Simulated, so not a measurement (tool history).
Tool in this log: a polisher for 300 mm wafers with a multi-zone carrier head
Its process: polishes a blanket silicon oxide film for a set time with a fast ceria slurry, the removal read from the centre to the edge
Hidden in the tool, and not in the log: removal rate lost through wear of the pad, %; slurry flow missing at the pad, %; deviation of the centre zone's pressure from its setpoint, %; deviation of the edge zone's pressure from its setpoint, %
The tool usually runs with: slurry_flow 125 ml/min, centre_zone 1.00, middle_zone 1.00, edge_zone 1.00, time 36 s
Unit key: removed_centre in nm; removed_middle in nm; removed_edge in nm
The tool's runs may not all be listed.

run	hour	slurry_flow	centre_zone	middle_zone	edge_zone	time	wafers since the last listed run	wafers polished on this pad	hours since the slurry nozzle was cleaned	hours since the centre zone pressure was calibrated	hours since the edge zone pressure was calibrated	hours since the carrier head's membrane was replaced	incoming thickness of the incoming film, nm	removed_centre	removed_middle	removed_edge
1	0.0	125	1.00	1.00	1.00	36	0	1218	43.6	564.7	507.6	1134.3	2422.5	1018.9	930.1	928.6
2	65.6	125	1.00	1.00	1.00	29	793	2012	109.2	630.3	573.2	1199.9	2437.9	811.9	753.1	750.1
# hour 98.3: worn pad replaced by a new one
3	103.0	125	1.00	1.00	1.00	29	404	56	146.6	667.7	610.6	1237.3	2471.6	808.0	759.5	749.1
4	132.9	125	1.00	1.00	1.00	29	361	418	176.5	697.6	640.5	1267.2	2416.3	828.2	760.3	762.8
5	177.3	125	1.00	1.00	1.00	36	537	955	220.9	742.0	684.9	1311.6	2450.8	1058.0	956.3	906.5
6	226.0	125	1.00	1.00	1.00	36	589	1544	269.6	790.7	733.6	1360.3	2416.9	1035.5	927.0	920.3
7	257.0	125	1.00	1.00	1.00	36	375	1919	300.6	821.7	764.6	1391.3	2460.8	1044.2	946.9	912.5
8	306.0	125	1.00	1.00	1.00	36	592	2512	349.6	870.7	813.6	1440.3	2479.7	1046.4	944.8	913.2
# hour 318.6: slurry nozzle cleaned
# hour 329.2: worn pad replaced by a new one
9	345.9	125	1.00	1.00	1.00	36	422	202	27.3	910.6	853.5	1480.2	2453.9	1071.0	918.5	911.3
10	408.8	125	1.00	1.00	1.00	36	760	963	90.2	973.5	916.4	1543.1	2438.3	1061.4	922.9	913.2
# hour 483.6: centre zone pressure recalibrated
# hour 497.1: edge zone pressure recalibrated
# hour 550.4: worn pad replaced by a new one
11	585.5	125	0.96	1.00	1.00	36	2040	424	266.9	101.9	88.4	1719.8	2444.5	941.1	954.0	928.2
12	612.0	105	1.03	1.00	0.92	36	320	744	293.4	128.4	114.9	1746.3	2433.3	989.6	930.8	861.6
13	655.6	110	1.00	1.00	0.89	36	527	1272	337.0	172.0	158.5	1789.9	2405.3	966.8	913.2	863.2
14	715.4	125	1.00	1.00	1.00	36	723	1995	396.8	231.8	218.3	1849.7	2430.5	979.5	953.3	927.9
# hour 726.3: worn pad replaced by a new one
# hour 726.8: slurry nozzle cleaned
15	758.3	100	1.00	1.00	1.00	36	464	381	31.5	274.7	261.2	1892.6	2451.8	956.6	913.9	914.7
# hour 769.4: carrier head's membrane replaced by a new one
16	817.3	95	1.00	1.05	0.92	29	653	1034	90.5	333.7	320.2	47.9	2398.7	755.4	753.9	698.4
17	871.8	125	1.00	1.00	1.00	36	659	1693	145.0	388.2	374.7	102.4	2464.3	1009.1	941.2	906.6
# hour 915.7: worn pad replaced by a new one
18	1012.1	125	1.00	1.10	1.00	36	1648	1165	285.3	528.5	515.0	242.7	2451.2	1009.0	1008.6	915.4

Here are 3 independent what-if runs from the current tool condition. What would each one return?
A	1012.5	125	1.00	1.00	1.00	36	4	1170	285.7	528.9	515.4	243.1	2452.6	?	?	?
B	1012.5	125	1.00	1.00	1.12	36	4	1170	285.7	528.9	515.4	243.1	2452.6	?	?	?
C	1012.5	145	1.00	1.00	0.91	44	4	1170	285.7	528.9	515.4	243.1	2452.6	?	?	?

run	removed_centre	removed_middle	removed_edge
A	1009.8	936.7	919.2
B	1009.8	936.5	972.4
C	1262.4	1168.1	1089.8
What these runs would have given with no unlogged condition in the tool:
run	removed_centre	removed_middle	removed_edge
A	988.2	936.8	919.2
B	988.2	936.7	972.4
C	1235.3	1168.2	1089.8
